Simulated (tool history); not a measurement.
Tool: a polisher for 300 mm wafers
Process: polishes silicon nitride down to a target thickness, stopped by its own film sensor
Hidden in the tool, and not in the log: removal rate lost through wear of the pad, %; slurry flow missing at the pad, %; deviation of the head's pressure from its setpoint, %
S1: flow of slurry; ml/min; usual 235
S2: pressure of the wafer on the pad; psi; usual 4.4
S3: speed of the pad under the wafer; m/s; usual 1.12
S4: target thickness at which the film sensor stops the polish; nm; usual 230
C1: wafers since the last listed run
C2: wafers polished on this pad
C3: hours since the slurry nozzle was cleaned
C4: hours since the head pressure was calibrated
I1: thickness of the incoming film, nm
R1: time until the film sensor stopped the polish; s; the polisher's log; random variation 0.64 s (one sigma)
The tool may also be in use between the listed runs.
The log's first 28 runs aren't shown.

| run | hour | S1 | S2 | S3 | S4 | C1 | C2 | C3 | C4 | I1 | R1 |
|---|---|---|---|---|---|---|---|---|---|---|---|
|  | 725.0 | worn pad replaced by a new one |
| 29 | 767.4 | 235 | 3.4 | 1.12 | 270 | 825 | 384 | 315.7 | 435.4 | 379.2 | 60.9 |
| 30 | 779.5 | 235 | 3.8 | 1.12 | 202 | 109 | 493 | 327.8 | 447.5 | 377.3 | 87.8 |
| 31 | 805.2 | 235 | 4.4 | 1.12 | 230 | 232 | 726 | 353.5 | 473.2 | 378.1 | 64.2 |
| 32 | 825.4 | 235 | 4.4 | 0.78 | 230 | 183 | 909 | 373.7 | 493.4 | 375.8 | 76.9 |
| 33 | 903.8 | 275 | 4.4 | 1.40 | 194 | 710 | 1619 | 452.1 | 571.8 | 384.8 | 72.3 |
| 34 | 922.1 | 235 | 4.0 | 1.30 | 230 | 165 | 1785 | 470.4 | 590.1 | 378.3 | 64.9 |
|  | 935.4 | worn pad replaced by a new one |
| 35 | 938.8 | 215 | 4.4 | 1.36 | 230 | 115 | 30 | 487.1 | 606.8 | 379.4 | 59.4 |
| 36 | 966.2 | 155 | 3.6 | 0.98 | 230 | 248 | 279 | 514.5 | 634.2 | 382.2 | 94.6 |
| 37 | 988.8 | 235 | 4.4 | 1.12 | 281 | 204 | 483 | 537.1 | 656.8 | 376.8 | 43.2 |

Forecast each of these 4 alternatives for the next run:
| A | 989.2 | 235 | 4.4 | 1.12 | 230 | 3 | 487 | 537.5 | 657.2 | 374.8 | ? |
| B | 989.2 | 235 | 5.6 | 1.12 | 273 | 3 | 487 | 537.5 | 657.2 | 374.8 | ? |
| C | 989.2 | 165 | 5.6 | 0.88 | 202 | 3 | 487 | 537.5 | 657.2 | 374.8 | ? |
| D | 989.2 | 180 | 3.3 | 1.12 | 230 | 3 | 487 | 537.5 | 657.2 | 374.8 | ? |

| run | R1 |
|---|---|
| A | 63.7 |
| B | 35.2 |
| C | 72.1 |
| D | 88.2 |
Without the tool's hidden state the same runs would have given:
| run | R1 |
|---|---|
| A | 53.8 |
| B | 29.7 |
| C | 60.1 |
| D | 73.7 |
